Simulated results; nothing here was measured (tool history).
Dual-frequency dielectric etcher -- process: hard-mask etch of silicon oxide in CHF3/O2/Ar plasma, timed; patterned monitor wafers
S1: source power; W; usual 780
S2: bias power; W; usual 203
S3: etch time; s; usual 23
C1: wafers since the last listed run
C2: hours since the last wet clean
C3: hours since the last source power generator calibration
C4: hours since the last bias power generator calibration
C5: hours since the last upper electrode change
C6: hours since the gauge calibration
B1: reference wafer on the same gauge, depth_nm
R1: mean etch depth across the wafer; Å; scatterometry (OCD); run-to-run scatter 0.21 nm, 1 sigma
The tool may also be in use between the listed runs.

| run | hour | S1 | S2 | S3 | C1 | C2 | C3 | C4 | C5 | C6 | B1 | R1 |
|---|---|---|---|---|---|---|---|---|---|---|---|---|
| 1 | 0 | 780 | 181 | 26 | 0 | 482.6 | 1108 | 1169.4 | 4670.6 | 2.5 | 44 | 586 |
|  | 11 | wet clean of the chamber |
| 2 | 45 | 780 | 181 | 26 | 357 | 34 | 1153 | 1214.4 | 4715.6 | 47.5 | 44 | 593 |
| 3 | 115.1 | 780 | 181 | 26 | 737 | 104.1 | 1223.1 | 1284.5 | 4785.7 | 117.6 | 44 | 594 |
| 4 | 241.1 | 780 | 203 | 23 | 1324 | 230.1 | 1349.1 | 1410.5 | 4911.7 | 243.6 | 44 | 532 |
| 5 | 292.7 | 780 | 203 | 23 | 542 | 281.7 | 1400.7 | 1462.1 | 4963.3 | 295.2 | 44 | 529 |
| 6 | 353.3 | 850 | 179 | 23 | 637 | 342.3 | 1461.3 | 1522.7 | 5023.9 | 355.8 | 44 | 533 |
|  | 448.6 | upper electrode replaced |
| 7 | 465.9 | 850 | 179 | 23 | 931 | 454.9 | 1573.9 | 1635.3 | 17.3 | 468.4 | 44 | 539 |
| 8 | 532.4 | 850 | 179 | 23 | 699 | 521.4 | 1640.4 | 1701.8 | 83.8 | 534.9 | 44 | 534 |
| 9 | 580.6 | 780 | 203 | 23 | 506 | 569.6 | 1688.6 | 1750 | 132 | 583.1 | 44 | 535 |
|  | 631.1 | bias power generator calibrated |
|  | 638.1 | wet clean of the chamber |
| 10 | 638.6 | 620 | 203 | 28.5 | 494 | 0.5 | 1746.6 | 7.5 | 190 | 641.1 | 44.1 | 613 |
| 11 | 688.6 | 780 | 181 | 26 | 525 | 50.5 | 1796.6 | 57.5 | 240 | 691.1 | 44 | 585 |
| 12 | 740.5 | 780 | 218 | 25.5 | 545 | 102.4 | 1848.5 | 109.4 | 291.9 | 743 | 44 | 597 |
| 13 | 882.6 | 950 | 203 | 18 | 1494 | 244.5 | 1990.6 | 251.5 | 434 | 885.1 | 44 | 440 |
|  | 884.1 | gauge calibrated |
|  | 922.3 | source power generator calibrated |
| 14 | 949.7 | 780 | 181 | 26 | 663 | 311.6 | 27.4 | 318.6 | 501.1 | 65.6 | 44 | 591 |
| 15 | 982.8 | 890 | 232 | 28.5 | 348 | 344.7 | 60.5 | 351.7 | 534.2 | 98.7 | 44 | 703 |
| 16 | 1010.8 | 640 | 239 | 30 | 294 | 372.7 | 88.5 | 379.7 | 562.2 | 126.7 | 44 | 673 |
| 17 | 1057.6 | 850 | 179 | 23 | 492 | 419.5 | 135.3 | 426.5 | 609 | 173.5 | 44.1 | 534 |
| 18 | 1126.3 | 780 | 203 | 20.5 | 722 | 488.2 | 204 | 495.2 | 677.7 | 242.2 | 44 | 473 |
| 19 | 1160.2 | 780 | 203 | 18.5 | 356 | 522.1 | 237.9 | 529.1 | 711.6 | 276.1 | 44 | 426 |

4 ways to go on from here, each from the tool as it stands after run 19. What would each give?
| A | 1160.6 | 780 | 203 | 23 | 4 | 522.5 | 238.3 | 529.5 | 712 | 276.5 | ? | ? |
| B | 1160.6 | 720 | 203 | 23 | 4 | 522.5 | 238.3 | 529.5 | 712 | 276.5 | ? | ? |
| C | 1160.6 | 870 | 239 | 19.5 | 4 | 522.5 | 238.3 | 529.5 | 712 | 276.5 | ? | ? |
| D | 1160.6 | 600 | 218 | 23 | 4 | 522.5 | 238.3 | 529.5 | 712 | 276.5 | ? | ? |

| run | B1 | R1 |
|---|---|---|
| A | 44 | 529 |
| B | 44 | 516 |
| C | 44 | 478 |
| D | 44 | 495 |
Take away the tool's hidden state, keep each run's random variation, and the runs would have read:
| run | R1 |
|---|---|
| A | 529 |
| B | 516 |
| C | 478 |
| D | 495 |

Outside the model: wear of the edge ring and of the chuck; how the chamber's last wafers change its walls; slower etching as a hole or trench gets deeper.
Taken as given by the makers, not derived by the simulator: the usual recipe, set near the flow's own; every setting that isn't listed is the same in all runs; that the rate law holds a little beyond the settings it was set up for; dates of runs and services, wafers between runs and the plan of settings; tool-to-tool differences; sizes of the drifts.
